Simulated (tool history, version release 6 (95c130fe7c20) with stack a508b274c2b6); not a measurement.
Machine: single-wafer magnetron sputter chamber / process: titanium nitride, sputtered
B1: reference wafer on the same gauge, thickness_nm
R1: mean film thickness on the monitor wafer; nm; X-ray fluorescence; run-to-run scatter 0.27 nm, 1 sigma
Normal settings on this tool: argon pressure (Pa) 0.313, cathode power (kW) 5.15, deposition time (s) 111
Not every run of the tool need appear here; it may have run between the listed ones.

Run 1, hour 0: usual settings but argon pressure (Pa) 0.374; B1 125.995. Result: R1 105.466 nm.
Run 2, hour 95.3: usual settings but argon pressure (Pa) 0.374; B1 125.976. Result: R1 105.216 nm.
Run 3, hour 145.3: usual settings; B1 125.97. Result: R1 108.224 nm.
Run 4, hour 237.7: usual settings; B1 126.073. Result: R1 108.578 nm.
Run 5, hour 334.8: usual settings; B1 125.994. Result: R1 108.66 nm.
At hour 363.2: sputter target and shields replaced.
Run 6, hour 487.6: usual settings but deposition time (s) 95; B1 125.948. Result: R1 93.824 nm.
Run 7, hour 553.5: usual settings but deposition time (s) 95; B1 125.977. Result: R1 93.436 nm.
Run 8, hour 609.6: usual settings but deposition time (s) 95; B1 125.914. Result: R1 93.203 nm.
Run 9, hour 703: usual settings but deposition time (s) 127; B1 126.096. Result: R1 123.678 nm.
At hour 752.2: gauge calibrated.
Run 10, hour 759.3: usual settings but deposition time (s) 127; B1 125.965. Result: R1 123.836 nm.
Run 11, hour 856.7: usual settings but argon pressure (Pa) 0.229, cathode power (kW) 5.5; B1 126.008. Result: R1 118.325 nm.
Run 12, hour 902.2: usual settings but argon pressure (Pa) 0.409, deposition time (s) 97; B1 125.926. Result: R1 88.824 nm.
Run 13, hour 998.5: usual settings but argon pressure (Pa) 0.409, deposition time (s) 97; B1 126.01. Result: R1 89.002 nm.
Run 14, hour 1072.7: usual settings but argon pressure (Pa) 0.37, cathode power (kW) 5.65; B1 125.984. Result: R1 110.649 nm.
At hour 1104.4: magnet pack replaced.
Run 15, hour 1130.1: usual settings but argon pressure (Pa) 0.203; B1 126.007. Result: R1 114.552 nm.
At hour 1140.7: sputter target and shields replaced.
At hour 1161.7: capacitance manometer re-zeroed and calibrated.
Run 16, hour 1221: usual settings; B1 126.058. Result: R1 110.347 nm.
Run 17, hour 1319.6: usual settings but deposition time (s) 120; B1 126.021. Result: R1 119.532 nm.
Run 18, hour 1393: usual settings but argon pressure (Pa) 0.415, cathode power (kW) 4.25; B1 126.019. Result: R1 92.054 nm.
Run 19, hour 1499.5: usual settings; B1 125.893. Result: R1 109.941 nm.
Run 20, hour 1570.9: usual settings but cathode power (kW) 5.5; B1 125.977. Result: R1 114.299 nm.
Run 21, hour 1612.1: usual settings but argon pressure (Pa) 0.384; B1 125.973. Result: R1 105.414 nm.
Run 22, hour 1711.6: usual settings but argon pressure (Pa) 0.257, deposition time (s) 128; B1 125.94. Result: R1 129.64 nm.
Run 23, hour 1761: usual settings; B1 126.031. Result: R1 109.565 nm.
Run 24, hour 1825.6: usual settings but argon pressure (Pa) 0.411, deposition time (s) 120; B1 126.056. Result: R1 111.913 nm.
Run 25, hour 1915.3: usual settings but argon pressure (Pa) 0.241, cathode power (kW) 4.7, deposition time (s) 123; B1 125.932. Result: R1 118.021 nm.
At hour 1929.1: sputter target and shields replaced.
Run 26, hour 2008.8: usual settings but argon pressure (Pa) 0.206, cathode power (kW) 4.05, deposition time (s) 96; B1 126.027. Result: R1 87.498 nm.
Run 27, hour 2109.1: usual settings but argon pressure (Pa) 0.419, deposition time (s) 118; B1 125.904. Result: R1 110.187 nm.

Branching from run 27: 3 alternative next runs. What would each branch give?
Run A, hour 2109.5: usual settings but cathode power (kW) 4.55; B1 ?. Result: R1 ?.
Run B, hour 2109.5: usual settings but argon pressure (Pa) 0.411, cathode power (kW) 4.15, deposition time (s) 103; B1 ?. Result: R1 ?.
Run C, hour 2109.5: usual settings but argon pressure (Pa) 0.209, cathode power (kW) 4.45, deposition time (s) 127; B1 ?. Result: R1 ?.

run       B1       R1
  A  125.967  101.655
  B  125.967   84.638
  C  125.967   121.54
Stripped of hidden state, with their random variation kept, the same runs would have yielded:
run       R1
  A  103.562
  B    86.39
  C   123.56
